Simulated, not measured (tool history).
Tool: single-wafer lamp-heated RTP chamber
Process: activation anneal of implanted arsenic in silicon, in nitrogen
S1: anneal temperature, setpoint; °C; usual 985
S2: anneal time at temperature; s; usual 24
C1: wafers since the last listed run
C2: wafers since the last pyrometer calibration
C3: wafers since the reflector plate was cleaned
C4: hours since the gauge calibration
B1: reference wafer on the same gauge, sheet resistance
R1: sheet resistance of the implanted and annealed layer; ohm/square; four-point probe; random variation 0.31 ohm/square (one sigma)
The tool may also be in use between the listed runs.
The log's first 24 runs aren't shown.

Run 25, hour 636.6: usual settings but S1 961 °C, S2 15 s; C1 222; C2 227; C3 13877; C4 161.6; B1 187.97. Result: R1 209.76 ohm/square.
At hour 645.9: reflector plate cleaned.
Run 26, hour 665.9: usual settings but S1 970 °C; C1 190; C2 417; C3 178; C4 190.9; B1 188.02. Result: R1 206.52 ohm/square.
Run 27, hour 683.9: usual settings but S1 1015 °C, S2 38 s; C1 160; C2 578; C3 339; C4 208.9; B1 188.03. Result: R1 196.70 ohm/square.
Run 28, hour 704.3: usual settings but S1 963 °C, S2 17 s; C1 182; C2 761; C3 521; C4 229.3; B1 188.00. Result: R1 208.89 ohm/square.
Run 29, hour 793.4: usual settings but S1 1004 °C, S2 18 s; C1 796; C2 1557; C3 1318; C4 318.4; B1 188.01. Result: R1 203.19 ohm/square.
Run 30, hour 821.4: usual settings; C1 250; C2 1808; C3 1568; C4 346.4; B1 187.96. Result: R1 203.31 ohm/square.
Run 31, hour 836.7: usual settings but S1 1015 °C, S2 38 s; C1 136; C2 1944; C3 1705; C4 361.7; B1 188.04. Result: R1 195.18 ohm/square.
At hour 853.8: pyrometer window cleaned and pyrometer calibrated.
Run 32, hour 857.7: usual settings but S1 1006 °C; C1 116; C2 34; C3 1821; C4 382.7; B1 188.00. Result: R1 202.56 ohm/square.
Run 33, hour 888.8: usual settings but S1 969 °C, S2 10 s; C1 278; C2 312; C3 2100; C4 413.8; B1 187.97. Result: R1 210.66 ohm/square.
Run 34, hour 922.5: usual settings; C1 301; C2 613; C3 2401; C4 447.5; B1 188.04. Result: R1 204.55 ohm/square.
Run 35, hour 935.7: usual settings but S1 973 °C; C1 118; C2 731; C3 2519; C4 460.7; B1 187.94. Result: R1 207.11 ohm/square.
Run 36, hour 957.6: usual settings but S2 14 s; C1 195; C2 927; C3 2715; C4 482.6; B1 188.03. Result: R1 207.14 ohm/square.
Run 37, hour 974.4: usual settings but S1 957 °C, S2 15 s; C1 150; C2 1077; C3 2865; C4 499.4; B1 187.99. Result: R1 209.62 ohm/square.

Forecast each of these 4 alternatives for the next run:
Run A, hour 974.8: usual settings; C1 3; C2 1081; C3 2868; C4 499.8; B1 ?. Result: R1 ?.
Run B, hour 974.8: usual settings but S1 996 °C; C1 3; C2 1081; C3 2868; C4 499.8; B1 ?. Result: R1 ?.
Run C, hour 974.8: usual settings but S1 1004 °C, S2 20 s; C1 3; C2 1081; C3 2868; C4 499.8; B1 ?. Result: R1 ?.
Run D, hour 974.8: usual settings but S1 1010 °C, S2 15 s; C1 3; C2 1081; C3 2868; C4 499.8; B1 ?. Result: R1 ?.

run      B1      R1
  A  187.99  204.79
  B  187.99  203.26
  C  187.99  203.30
  D  187.99  204.31
Without the tool's hidden state the same runs would have given:
run      R1
  A  205.66
  B  204.22
  C  204.26
  D  205.23
